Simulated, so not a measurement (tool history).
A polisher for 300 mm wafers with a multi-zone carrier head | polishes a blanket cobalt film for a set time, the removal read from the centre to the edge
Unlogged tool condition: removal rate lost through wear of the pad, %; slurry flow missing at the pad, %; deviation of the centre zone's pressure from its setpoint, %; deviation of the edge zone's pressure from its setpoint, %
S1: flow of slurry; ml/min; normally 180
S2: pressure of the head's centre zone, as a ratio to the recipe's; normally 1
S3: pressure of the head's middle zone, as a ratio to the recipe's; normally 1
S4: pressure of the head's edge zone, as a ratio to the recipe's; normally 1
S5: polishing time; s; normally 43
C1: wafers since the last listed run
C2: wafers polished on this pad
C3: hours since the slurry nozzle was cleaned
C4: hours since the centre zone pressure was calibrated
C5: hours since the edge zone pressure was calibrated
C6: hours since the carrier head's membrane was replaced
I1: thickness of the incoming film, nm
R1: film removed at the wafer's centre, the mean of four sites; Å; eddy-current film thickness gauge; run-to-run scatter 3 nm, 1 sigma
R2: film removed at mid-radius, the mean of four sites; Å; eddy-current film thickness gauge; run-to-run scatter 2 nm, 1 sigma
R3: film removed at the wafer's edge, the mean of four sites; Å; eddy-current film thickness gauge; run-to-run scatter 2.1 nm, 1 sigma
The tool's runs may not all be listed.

run 1 hour=0 | S1=180 S2=1 S3=1 S4=1 S5=43 | C1=0 C2=5880 C3=320.6 C4=361.7 C5=663.7 C6=703.3 | I1=990.9 | R1=2092 R2=2082 R3=2120
-- hour=75.7 worn pad replaced by a new one
run 2 hour=83.8 | S1=180 S2=1 S3=1 S4=1 S5=43 | C1=1393 C2=141 C3=404.4 C4=445.5 C5=747.5 C6=787.1 | I1=997.8 | R1=2178 R2=2225 R3=2297
-- hour=113.5 slurry nozzle cleaned
run 3 hour=148.5 | S1=180 S2=1 S3=1 S4=1 S5=43 | C1=1112 C2=1253 C3=35 C4=510.2 C5=812.2 C6=851.8 | I1=993.1 | R1=2515 R2=2495 R3=2429
run 4 hour=198.3 | S1=180 S2=1 S3=1 S4=1 S5=43 | C1=869 C2=2122 C3=84.8 C4=560 C5=862 C6=901.6 | I1=999.9 | R1=2429 R2=2380 R3=2413
run 5 hour=288.8 | S1=180 S2=1 S3=1 S4=1 S5=43 | C1=1579 C2=3702 C3=175.3 C4=650.5 C5=952.5 C6=992.1 | I1=980.1 | R1=2355 R2=2281 R3=2290
-- hour=395.4 worn pad replaced by a new one
run 6 hour=396 | S1=180 S2=1 S3=1 S4=1 S5=43 | C1=1801 C2=11 C3=282.5 C4=757.7 C5=1059.7 C6=1099.3 | I1=990.9 | R1=2363 R2=2319 R3=2356
run 7 hour=433.9 | S1=180 S2=1 S3=1 S4=1 S5=43 | C1=661 C2=672 C3=320.4 C4=795.6 C5=1097.6 C6=1137.2 | I1=973.6 | R1=2319 R2=2319 R3=2382
-- hour=454.5 centre zone pressure recalibrated
run 8 hour=505.4 | S1=180 S2=1 S3=1 S4=1 S5=43 | C1=1213 C2=1886 C3=391.9 C4=50.9 C5=1169.1 C6=1208.7 | I1=986.1 | R1=2193 R2=2216 R3=2279
run 9 hour=573.1 | S1=180 S2=1 S3=1 S4=1 S5=43 | C1=1181 C2=3068 C3=459.6 C4=118.6 C5=1236.8 C6=1276.4 | I1=1002.8 | R1=2136 R2=2115 R3=2172
-- hour=621.5 slurry nozzle cleaned
run 10 hour=636.4 | S1=180 S2=1 S3=1 S4=1 S5=43 | C1=1087 C2=4155 C3=14.9 C4=181.9 C5=1300.1 C6=1339.7 | I1=970.5 | R1=2357 R2=2319 R3=2298
-- hour=728 carrier head's membrane replaced by a new one
-- hour=776.7 worn pad replaced by a new one
-- hour=860.4 edge zone pressure recalibrated
run 11 hour=881.6 | S1=245 S2=1 S3=1 S4=1 S5=53 | C1=4088 C2=1796 C3=260.1 C4=427.1 C5=21.2 C6=153.6 | I1=988.5 | R1=3175 R2=3062 R3=3048
run 12 hour=954.5 | S1=180 S2=1 S3=0.96 S4=1 S5=43 | C1=1272 C2=3068 C3=333 C4=500 C5=94.1 C6=226.5 | I1=992.1 | R1=2265 R2=2148 R3=2275
run 13 hour=994.5 | S1=140 S2=1 S3=1.05 S4=0.92 S5=33 | C1=698 C2=3767 C3=373 C4=540 C5=134.1 C6=266.5 | I1=987.1 | R1=1532 R2=1586 R3=1563
-- hour=1046.1 slurry nozzle cleaned
run 14 hour=1049.3 | S1=180 S2=1 S3=1 S4=1 S5=43 | C1=939 C2=4706 C3=3.2 C4=594.8 C5=188.9 C6=321.3 | I1=990.9 | R1=2378 R2=2373 R3=2325
-- hour=1088.4 worn pad replaced by a new one
run 15 hour=1133.1 | S1=130 S2=1 S3=1 S4=0.96 S5=33 | C1=1393 C2=779 C3=87 C4=678.6 C5=272.7 C6=405.1 | I1=999.4 | R1=1756 R2=1740 R3=1739
run 16 hour=1237.6 | S1=180 S2=1 S3=1 S4=1 S5=43 | C1=1824 C2=2604 C3=191.5 C4=783.1 C5=377.2 C6=509.6 | I1=966.9 | R1=2409 R2=2343 R3=2410
-- hour=1259.3 centre zone pressure recalibrated
run 17 hour=1327.1 | S1=145 S2=1 S3=1 S4=1.08 S5=43 | C1=1527 C2=4131 C3=281 C4=67.8 C5=466.7 C6=599.1 | I1=998.4 | R1=2138 R2=2120 R3=2254
run 18 hour=1406.6 | S1=180 S2=1 S3=1 S4=1 S5=43 | C1=1387 C2=5519 C3=360.5 C4=147.3 C5=546.2 C6=678.6 | I1=1010.3 | R1=2093 R2=2096 R3=2113
-- hour=1445.5 worn pad replaced by a new one
run 19 hour=1462.3 | S1=180 S2=1 S3=0.93 S4=0.92 S5=56 | C1=902 C2=292 C3=416.2 C4=203 C5=601.9 C6=734.3 | I1=999.8 | R1=3008 R2=2778 R3=2907
-- hour=1501.4 slurry nozzle cleaned
run 20 hour=1527.8 | S1=130 S2=1 S3=1 S4=0.91 S5=49 | C1=1126 C2=1418 C3=26.4 C4=268.5 C5=667.4 C6=799.8 | I1=971.3 | R1=2679 R2=2566 R3=2554
run 21 hour=1617.2 | S1=205 S2=1 S3=1 S4=1.09 S5=57 | C1=1560 C2=2979 C3=115.8 C4=357.9 C5=756.8 C6=889.2 | I1=986.3 | R1=3297 R2=3222 R3=3322
run 22 hour=1674.3 | S1=180 S2=1.09 S3=0.92 S4=1 S5=37 | C1=996 C2=3976 C3=172.9 C4=415 C5=813.9 C6=946.3 | I1=979.7 | R1=2219 R2=1816 R3=1981

Each row is a separate what-if for the run after 22, all from the same tool condition, not one after another. Results?
run A hour=1674.7 | S1=180 S2=1 S3=1 S4=1.05 S5=43 | C1=6 C2=3983 C3=173.3 C4=415.4 C5=814.3 C6=946.7 | I1=998.9 | R1=? R2=? R3=?
run B hour=1674.7 | S1=180 S2=1.05 S3=1 S4=1 S5=43 | C1=6 C2=3983 C3=173.3 C4=415.4 C5=814.3 C6=946.7 | I1=998.9 | R1=? R2=? R3=?
run C hour=1674.7 | S1=195 S2=1 S3=0.94 S4=0.89 S5=53 | C1=6 C2=3983 C3=173.3 C4=415.4 C5=814.3 C6=946.7 | I1=998.9 | R1=? R2=? R3=?
run D hour=1674.7 | S1=210 S2=1 S3=1 S4=1 S5=36 | C1=6 C2=3983 C3=173.3 C4=415.4 C5=814.3 C6=946.7 | I1=998.9 | R1=? R2=? R3=?

run=A R1=2299 R2=2289 R3=2364
run=B R1=2415 R2=2288 R3=2310
run=C R1=2885 R2=2723 R3=2736
run=D R1=1991 R2=1975 R3=1977
What these runs would have given with no unlogged condition in the tool:
run=A R1=2547 R2=2525 R3=2583
run=B R1=2675 R2=2524 R3=2524
run=C R1=3185 R2=2995 R3=2984
run=D R1=2192 R2=2167 R3=2153
